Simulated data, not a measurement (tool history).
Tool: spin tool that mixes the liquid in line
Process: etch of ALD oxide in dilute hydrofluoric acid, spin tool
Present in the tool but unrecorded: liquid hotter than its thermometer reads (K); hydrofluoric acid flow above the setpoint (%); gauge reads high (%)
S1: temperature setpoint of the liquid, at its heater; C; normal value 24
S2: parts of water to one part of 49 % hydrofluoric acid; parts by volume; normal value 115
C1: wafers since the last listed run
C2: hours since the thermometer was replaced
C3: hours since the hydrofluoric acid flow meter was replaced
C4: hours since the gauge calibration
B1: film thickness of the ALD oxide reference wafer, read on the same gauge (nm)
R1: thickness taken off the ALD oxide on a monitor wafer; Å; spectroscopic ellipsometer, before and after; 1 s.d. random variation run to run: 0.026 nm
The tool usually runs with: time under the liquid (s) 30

{"run": 1, "hour": 0.0, "S1": 24, "S2": 115, "time under the liquid (s)": 30, "C1": 0, "C2": 1432.9, "C3": 2055.3, "C4": 243, "B1": 100.032, "R1": 61.34}
{"run": 2, "hour": 14.0, "S1": 24, "S2": 115, "time under the liquid (s)": 30, "C1": 291, "C2": 1446.9, "C3": 2069.3, "C4": 257, "B1": 99.975, "R1": 61.21}
{"run": 3, "hour": 45.6, "S1": 24, "S2": 115, "time under the liquid (s)": 30, "C1": 658, "C2": 1478.5, "C3": 2100.9, "C4": 288.6, "B1": 99.987, "R1": 60.85}
{"run": 4, "hour": 109.5, "S1": 21, "S2": 115, "time under the liquid (s)": 20, "C1": 1331, "C2": 1542.4, "C3": 2164.8, "C4": 352.5, "B1": 99.994, "R1": 36.54}
{"run": 5, "hour": 126.0, "S1": 21, "S2": 115, "time under the liquid (s)": 20, "C1": 343, "C2": 1558.9, "C3": 2181.3, "C4": 369, "B1": 100, "R1": 36.67}
{"run": 6, "hour": 147.5, "S1": 24, "S2": 115, "time under the liquid (s)": 20, "C1": 448, "C2": 1580.4, "C3": 2202.8, "C4": 390.5, "B1": 100.006, "R1": 41.69}
{"hour": 155.6, "done": "gauge calibrated"}
{"hour": 156.0, "done": "hydrofluoric acid flow meter replaced"}
{"run": 7, "hour": 195.7, "S1": 24, "S2": 115, "time under the liquid (s)": 30, "C1": 983, "C2": 1628.6, "C3": 39.7, "C4": 40.1, "B1": 99.97, "R1": 55.76}
{"run": 8, "hour": 211.0, "S1": 24, "S2": 115, "time under the liquid (s)": 30, "C1": 318, "C2": 1643.9, "C3": 55, "C4": 55.4, "B1": 100.014, "R1": 55.28}
{"run": 9, "hour": 231.9, "S1": 27.5, "S2": 150, "time under the liquid (s)": 30, "C1": 435, "C2": 1664.8, "C3": 75.9, "C4": 76.3, "B1": 100.024, "R1": 46.86}
{"run": 10, "hour": 258.4, "S1": 26.5, "S2": 115, "time under the liquid (s)": 35, "C1": 552, "C2": 1691.3, "C3": 102.4, "C4": 102.8, "B1": 100.007, "R1": 72.1}
{"run": 11, "hour": 291.4, "S1": 24, "S2": 115, "time under the liquid (s)": 30, "C1": 687, "C2": 1724.3, "C3": 135.4, "C4": 135.8, "B1": 99.973, "R1": 56.18}
{"run": 12, "hour": 307.0, "S1": 27.5, "S2": 115, "time under the liquid (s)": 30, "C1": 325, "C2": 1739.9, "C3": 151, "C4": 151.4, "B1": 100.005, "R1": 64.4}
{"run": 13, "hour": 328.1, "S1": 26, "S2": 115, "time under the liquid (s)": 25, "C1": 439, "C2": 1761, "C3": 172.1, "C4": 172.5, "B1": 100.006, "R1": 50.78}
{"hour": 337.9, "done": "thermometer replaced"}
{"run": 14, "hour": 354.1, "S1": 22.5, "S2": 60, "time under the liquid (s)": 30, "C1": 521, "C2": 16.2, "C3": 198.1, "C4": 198.5, "B1": 100.021, "R1": 98.41}
{"run": 15, "hour": 377.2, "S1": 27.5, "S2": 115, "time under the liquid (s)": 15, "C1": 481, "C2": 39.3, "C3": 221.2, "C4": 221.6, "B1": 100.015, "R1": 29.29}
{"run": 16, "hour": 398.1, "S1": 29, "S2": 160, "time under the liquid (s)": 20, "C1": 435, "C2": 60.2, "C3": 242.1, "C4": 242.5, "B1": 100.061, "R1": 27.98}
{"run": 17, "hour": 420.3, "S1": 22, "S2": 165, "time under the liquid (s)": 20, "C1": 462, "C2": 82.4, "C3": 264.3, "C4": 264.7, "B1": 100.012, "R1": 21}
{"run": 18, "hour": 452.0, "S1": 24, "S2": 115, "time under the liquid (s)": 30, "C1": 660, "C2": 114.1, "C3": 296, "C4": 296.4, "B1": 100.004, "R1": 51.39}

Forecast each of these 3 alternatives for the next run:
{"run": "A", "hour": 452.4, "S1": 24, "S2": 115, "time under the liquid (s)": 30, "C1": 8, "C2": 114.5, "C3": 296.4, "C4": 296.8, "B1": "?", "R1": "?"}
{"run": "B", "hour": 452.4, "S1": 24, "S2": 150, "time under the liquid (s)": 20, "C1": 8, "C2": 114.5, "C3": 296.4, "C4": 296.8, "B1": "?", "R1": "?"}
{"run": "C", "hour": 452.4, "S1": 24, "S2": 115, "time under the liquid (s)": 40, "C1": 8, "C2": 114.5, "C3": 296.4, "C4": 296.8, "B1": "?", "R1": "?"}

run=A B1=100.043 R1=51.33
run=B B1=100.043 R1=25.2
run=C B1=100.043 R1=68.44
With no hidden state in the tool, these same runs would have given:
run=A R1=49.03
run=B R1=24.05
run=C R1=65.37
